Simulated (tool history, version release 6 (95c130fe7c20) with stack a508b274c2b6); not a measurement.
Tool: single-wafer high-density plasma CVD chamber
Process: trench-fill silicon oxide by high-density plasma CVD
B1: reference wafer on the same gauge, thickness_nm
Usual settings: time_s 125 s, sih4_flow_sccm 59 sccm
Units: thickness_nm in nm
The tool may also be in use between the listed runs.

run 1 day=0.000 | time_s=125 sih4_flow_sccm=59 | B1=832.688 | thickness_nm=810.088
run 2 day=0.525 | time_s=125 sih4_flow_sccm=59 | B1=832.159 | thickness_nm=811.115
run 3 day=0.842 | time_s=125 sih4_flow_sccm=59 | B1=832.531 | thickness_nm=806.585
run 4 day=1.562 | time_s=125 sih4_flow_sccm=59 | B1=831.584 | thickness_nm=810.657
run 5 day=1.917 | time_s=125 sih4_flow_sccm=65 | B1=831.576 | thickness_nm=882.693
run 6 day=2.617 | time_s=125 sih4_flow_sccm=59 | B1=831.799 | thickness_nm=807.982
run 7 day=3.033 | time_s=125 sih4_flow_sccm=59 | B1=831.494 | thickness_nm=807.700
run 8 day=3.450 | time_s=143 sih4_flow_sccm=59 | B1=831.158 | thickness_nm=925.081
run 9 day=3.883 | time_s=143 sih4_flow_sccm=59 | B1=831.651 | thickness_nm=924.182
run 10 day=4.196 | time_s=125 sih4_flow_sccm=59 | B1=831.822 | thickness_nm=810.751
run 11 day=4.467 | time_s=125 sih4_flow_sccm=59 | B1=831.392 | thickness_nm=808.546
-- day=5.075 gauge calibrated
run 12 day=5.083 | time_s=125 sih4_flow_sccm=59 | B1=839.786 | thickness_nm=817.485
run 13 day=5.404 | time_s=130 sih4_flow_sccm=59 | B1=839.236 | thickness_nm=849.162
run 14 day=6.079 | time_s=130 sih4_flow_sccm=59 | B1=837.786 | thickness_nm=847.746
run 15 day=6.517 | time_s=125 sih4_flow_sccm=59 | B1=836.925 | thickness_nm=816.341
run 16 day=6.812 | time_s=107 sih4_flow_sccm=54 | B1=836.376 | thickness_nm=642.784
run 17 day=8.279 | time_s=141 sih4_flow_sccm=59 | B1=834.706 | thickness_nm=914.134
run 18 day=8.612 | time_s=140 sih4_flow_sccm=67 | B1=834.747 | thickness_nm=1020.947
run 19 day=8.900 | time_s=125 sih4_flow_sccm=59 | B1=834.114 | thickness_nm=810.493
run 20 day=9.250 | time_s=140 sih4_flow_sccm=59 | B1=833.708 | thickness_nm=908.936
run 21 day=9.800 | time_s=104 sih4_flow_sccm=68 | B1=833.012 | thickness_nm=768.301
-- day=10.283 silane flow controller replaced
run 22 day=10.304 | time_s=104 sih4_flow_sccm=54 | B1=832.939 | thickness_nm=621.992
run 23 day=10.900 | time_s=113 sih4_flow_sccm=67 | B1=832.877 | thickness_nm=820.787
run 24 day=11.379 | time_s=100 sih4_flow_sccm=59 | B1=832.057 | thickness_nm=647.878
run 25 day=12.012 | time_s=125 sih4_flow_sccm=65 | B1=831.599 | thickness_nm=881.477
run 26 day=12.567 | time_s=107 sih4_flow_sccm=59 | B1=830.848 | thickness_nm=692.573
run 27 day=13.125 | time_s=107 sih4_flow_sccm=54 | B1=831.089 | thickness_nm=638.222
run 28 day=13.800 | time_s=143 sih4_flow_sccm=55 | B1=830.784 | thickness_nm=868.725

3 ways to go on from here, each from the tool as it stands after run 28. What would each give?
run A day=13.817 | time_s=125 sih4_flow_sccm=59 | B1=? | thickness_nm=?
run B day=13.817 | time_s=134 sih4_flow_sccm=54 | B1=? | thickness_nm=?
run C day=13.817 | time_s=146 sih4_flow_sccm=70 | B1=? | thickness_nm=?

run=A B1=831.035 thickness_nm=807.501
run=B B1=831.035 thickness_nm=800.053
run=C B1=831.035 thickness_nm=1100.375
Without the tool's hidden state the same runs would have given:
run=A thickness_nm=817.200
run=B thickness_nm=809.663
run=C thickness_nm=1113.593
